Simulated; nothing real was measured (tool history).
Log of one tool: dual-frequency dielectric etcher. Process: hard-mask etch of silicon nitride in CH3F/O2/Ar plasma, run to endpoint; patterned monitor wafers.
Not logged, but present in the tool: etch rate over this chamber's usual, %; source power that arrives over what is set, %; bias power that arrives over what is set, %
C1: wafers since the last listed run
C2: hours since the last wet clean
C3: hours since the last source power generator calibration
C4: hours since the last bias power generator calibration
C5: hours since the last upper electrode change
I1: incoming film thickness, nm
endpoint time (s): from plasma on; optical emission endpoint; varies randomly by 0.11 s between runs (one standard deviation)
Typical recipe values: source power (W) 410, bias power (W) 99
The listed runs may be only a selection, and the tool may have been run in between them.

Run 1, hour 0: usual settings; C1 0; C2 61.6; C3 1889.6; C4 3041.5; C5 3468.1; I1 34.06. Result: endpoint time (s) 37.8.
Run 2, hour 12.7: usual settings; C1 106; C2 74.3; C3 1902.3; C4 3054.2; C5 3480.8; I1 33.88. Result: endpoint time (s) 37.6.
Run 3, hour 29: usual settings; C1 136; C2 90.6; C3 1918.6; C4 3070.5; C5 3497.1; I1 34.28. Result: endpoint time (s) 38.2.
Run 4, hour 56.7: usual settings; C1 232; C2 118.3; C3 1946.3; C4 3098.2; C5 3524.8; I1 34.26. Result: endpoint time (s) 38.
Run 5, hour 85.8: usual settings; C1 244; C2 147.4; C3 1975.4; C4 3127.3; C5 3553.9; I1 34.2. Result: endpoint time (s) 37.9.
Run 6, hour 112.8: usual settings; C1 226; C2 174.4; C3 2002.4; C4 3154.3; C5 3580.9; I1 34.25. Result: endpoint time (s) 37.9.
Run 7, hour 127: usual settings but bias power (W) 112; C1 119; C2 188.6; C3 2016.6; C4 3168.5; C5 3595.1; I1 34.26. Result: endpoint time (s) 36.6.
Run 8, hour 148.6: usual settings but bias power (W) 112; C1 181; C2 210.2; C3 2038.2; C4 3190.1; C5 3616.7; I1 34.24. Result: endpoint time (s) 36.4.
Run 9, hour 182: usual settings but bias power (W) 112; C1 280; C2 243.6; C3 2071.6; C4 3223.5; C5 3650.1; I1 34.12. Result: endpoint time (s) 36.1.
At hour 212.1: upper electrode replaced.
Run 10, hour 212.6: usual settings but source power (W) 460; C1 55; C2 274.2; C3 2102.2; C4 3254.1; C5 0.5; I1 34.6. Result: endpoint time (s) 36.4.
Run 11, hour 236.5: usual settings but source power (W) 460; C1 200; C2 298.1; C3 2126.1; C4 3278; C5 24.4; I1 34.05. Result: endpoint time (s) 35.7.
Run 12, hour 257.6: usual settings but source power (W) 340; C1 176; C2 319.2; C3 2147.2; C4 3299.1; C5 45.5; I1 33.95. Result: endpoint time (s) 40.8.
Run 13, hour 278.4: usual settings but source power (W) 340; C1 174; C2 340; C3 2168; C4 3319.9; C5 66.3; I1 34.14. Result: endpoint time (s) 40.8.
Run 14, hour 293.3: usual settings but bias power (W) 88; C1 124; C2 354.9; C3 2182.9; C4 3334.8; C5 81.2; I1 33.77. Result: endpoint time (s) 38.7.
Run 15, hour 321.2: usual settings but source power (W) 340, bias power (W) 77; C1 233; C2 382.8; C3 2210.8; C4 3362.7; C5 109.1; I1 33.95. Result: endpoint time (s) 43.7.
Run 16, hour 373.6: usual settings; C1 439; C2 435.2; C3 2263.2; C4 3415.1; C5 161.5; I1 34.07. Result: endpoint time (s) 37.3.
At hour 380.7: source power generator calibrated.
At hour 383.3: bias power generator calibrated.
Run 17, hour 409.2: usual settings; C1 243; C2 470.8; C3 28.5; C4 25.9; C5 197.1; I1 34.26. Result: endpoint time (s) 37.6.
Run 18, hour 429.6: usual settings but bias power (W) 124; C1 171; C2 491.2; C3 48.9; C4 46.3; C5 217.5; I1 34.28. Result: endpoint time (s) 34.9.
At hour 466.5: wet clean of the chamber.
Run 19, hour 467: usual settings but source power (W) 510; C1 112; C2 0.5; C3 86.3; C4 83.7; C5 254.9; I1 34.32. Result: endpoint time (s) 35.
Run 20, hour 475.2: usual settings but source power (W) 330, bias power (W) 120; C1 68; C2 8.7; C3 94.5; C4 91.9; C5 263.1; I1 33.97. Result: endpoint time (s) 39.2.

Run 21 is up next; what results do you expect?
Run 21, hour 489.6: usual settings but source power (W) 440; C1 120; C2 23.1; C3 108.9; C4 106.3; C5 277.5; I1 33.98. Result: endpoint time (s) ?.

Logged for run 21: endpoint time (s) 36.9.
With the hidden condition absent and the run-to-run variation left alone, this run would have shown endpoint time (s) 37.
